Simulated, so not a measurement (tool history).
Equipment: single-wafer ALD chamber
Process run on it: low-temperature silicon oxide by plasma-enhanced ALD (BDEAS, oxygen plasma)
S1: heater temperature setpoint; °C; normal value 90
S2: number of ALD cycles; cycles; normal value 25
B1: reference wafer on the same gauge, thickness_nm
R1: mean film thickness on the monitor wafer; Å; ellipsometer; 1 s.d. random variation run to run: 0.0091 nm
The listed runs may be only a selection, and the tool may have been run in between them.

{"run": 1, "hour": 0.0, "S1": 90, "S2": 25, "B1": 3.081, "R1": 36.18}
{"run": 2, "hour": 47.7, "S1": 90, "S2": 25, "B1": 3.081, "R1": 36.33}
{"run": 3, "hour": 97.5, "S1": 90, "S2": 25, "B1": 3.081, "R1": 36.29}
{"run": 4, "hour": 145.7, "S1": 90, "S2": 25, "B1": 3.079, "R1": 36.17}
{"run": 5, "hour": 182.0, "S1": 90, "S2": 25, "B1": 3.08, "R1": 36.23}
{"run": 6, "hour": 325.3, "S1": 90, "S2": 25, "B1": 3.079, "R1": 36.17}
{"run": 7, "hour": 369.5, "S1": 90, "S2": 22, "B1": 3.079, "R1": 31.75}
{"run": 8, "hour": 412.4, "S1": 90, "S2": 28, "B1": 3.08, "R1": 40.32}
{"run": 9, "hour": 477.4, "S1": 90, "S2": 28, "B1": 3.078, "R1": 40.28}
{"run": 10, "hour": 515.6, "S1": 90, "S2": 26, "B1": 3.079, "R1": 37.33}
{"hour": 528.2, "done": "gauge calibrated"}
{"run": 11, "hour": 553.4, "S1": 90, "S2": 25, "B1": 3.079, "R1": 36.05}
{"run": 12, "hour": 579.7, "S1": 82, "S2": 29, "B1": 3.08, "R1": 42.71}
{"hour": 612.7, "done": "thermocouple changed; heater temperature recalibrated"}
{"run": 13, "hour": 640.1, "S1": 85, "S2": 20, "B1": 3.08, "R1": 29.7}
{"run": 14, "hour": 670.5, "S1": 75, "S2": 21, "B1": 3.08, "R1": 31.93}
{"run": 15, "hour": 730.7, "S1": 98, "S2": 29, "B1": 3.08, "R1": 41.29}
{"run": 16, "hour": 767.2, "S1": 90, "S2": 25, "B1": 3.081, "R1": 36.61}

Predict the results of run 17:
{"run": 17, "hour": 806.5, "S1": 90, "S2": 25, "B1": "?", "R1": "?"}

{"run 17": {"B1": 3.079, "R1": 36.4}}
Without the tool's hidden state the same run would have given R1 36.45 Å.

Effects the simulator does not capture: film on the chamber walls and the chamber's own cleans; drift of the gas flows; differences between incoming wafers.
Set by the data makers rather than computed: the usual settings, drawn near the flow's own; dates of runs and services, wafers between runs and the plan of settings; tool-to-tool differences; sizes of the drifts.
